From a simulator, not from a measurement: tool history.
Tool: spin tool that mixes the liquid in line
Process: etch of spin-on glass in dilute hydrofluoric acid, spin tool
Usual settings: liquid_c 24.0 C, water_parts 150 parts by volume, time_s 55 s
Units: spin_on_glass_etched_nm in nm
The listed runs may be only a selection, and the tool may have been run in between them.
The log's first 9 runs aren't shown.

| run | hour | liquid_c | water_parts | time_s | read-back film thickness of the spin-on glass reference wafer, read on the same gauge (nm) | spin_on_glass_etched_nm |
|---|---|---|---|---|---|---|
| 10 | 172.1 | 24.0 | 150 | 55 | 70.03 | 12.52 |
| 11 | 194.1 | 21.0 | 150 | 80 | 69.99 | 16.15 |
| 12 | 229.8 | 21.0 | 150 | 80 | 69.98 | 16.28 |
|  | 250.6 | gauge calibrated |
| 13 | 251.2 | 24.0 | 150 | 55 | 70.00 | 12.53 |
| 14 | 264.8 | 24.0 | 150 | 55 | 69.99 | 12.63 |
|  | 285.5 | hydrofluoric acid flow meter replaced |
|  | 286.0 | thermometer replaced |
| 15 | 297.5 | 24.0 | 150 | 55 | 70.01 | 12.74 |
| 16 | 333.2 | 24.0 | 150 | 55 | 70.04 | 12.67 |
| 17 | 357.3 | 27.0 | 150 | 55 | 69.99 | 14.33 |
| 18 | 371.9 | 25.5 | 150 | 55 | 70.02 | 13.56 |
| 19 | 394.7 | 24.0 | 150 | 45 | 70.00 | 10.45 |
|  | 430.4 | hydrofluoric acid flow meter replaced, repeated, since the last time left the tool worse |
| 20 | 460.2 | 24.0 | 150 | 55 | 70.01 | 12.33 |
| 21 | 486.9 | 24.0 | 75 | 55 | 69.98 | 27.20 |
| 22 | 505.6 | 24.0 | 115 | 55 | 69.98 | 16.85 |
| 23 | 528.7 | 22.5 | 150 | 40 | 69.98 | 8.48 |
| 24 | 551.0 | 24.0 | 150 | 55 | 70.01 | 12.39 |
| 25 | 564.9 | 24.0 | 95 | 55 | 70.01 | 20.84 |
| 26 | 584.4 | 24.0 | 210 | 25 | 70.00 | 3.78 |
| 27 | 607.4 | 26.5 | 150 | 55 | 70.05 | 13.71 |
| 28 | 634.7 | 20.0 | 175 | 40 | 70.01 | 6.46 |
| 29 | 654.6 | 19.5 | 150 | 25 | 70.05 | 4.74 |
| 30 | 675.1 | 24.0 | 150 | 85 | 70.01 | 19.21 |
| 31 | 692.4 | 24.0 | 110 | 55 | 69.98 | 17.80 |
| 32 | 722.6 | 24.0 | 125 | 55 | 70.05 | 15.37 |
| 33 | 754.6 | 24.0 | 215 | 45 | 69.99 | 6.60 |
| 34 | 770.4 | 24.0 | 125 | 55 | 70.02 | 15.41 |

Each row is a separate what-if for the run after 34, all from the same tool condition, not one after another. Results?
| A | 770.8 | 24.0 | 150 | 30 | ? | ? |
| B | 770.8 | 24.0 | 220 | 30 | ? | ? |
| C | 770.8 | 27.0 | 110 | 70 | ? | ? |
| D | 770.8 | 24.0 | 150 | 25 | ? | ? |

| run | read-back film thickness of the spin-on glass reference wafer, read on the same gauge (nm) | spin_on_glass_etched_nm |
|---|---|---|
| A | 70.00 | 6.80 |
| B | 70.00 | 4.30 |
| C | 70.00 | 25.48 |
| D | 70.00 | 5.67 |
Take away the tool's hidden state, keep each run's random variation, and the runs would have read:
| run | spin_on_glass_etched_nm |
|---|---|
| A | 6.73 |
| B | 4.25 |
| C | 25.21 |
| D | 5.61 |

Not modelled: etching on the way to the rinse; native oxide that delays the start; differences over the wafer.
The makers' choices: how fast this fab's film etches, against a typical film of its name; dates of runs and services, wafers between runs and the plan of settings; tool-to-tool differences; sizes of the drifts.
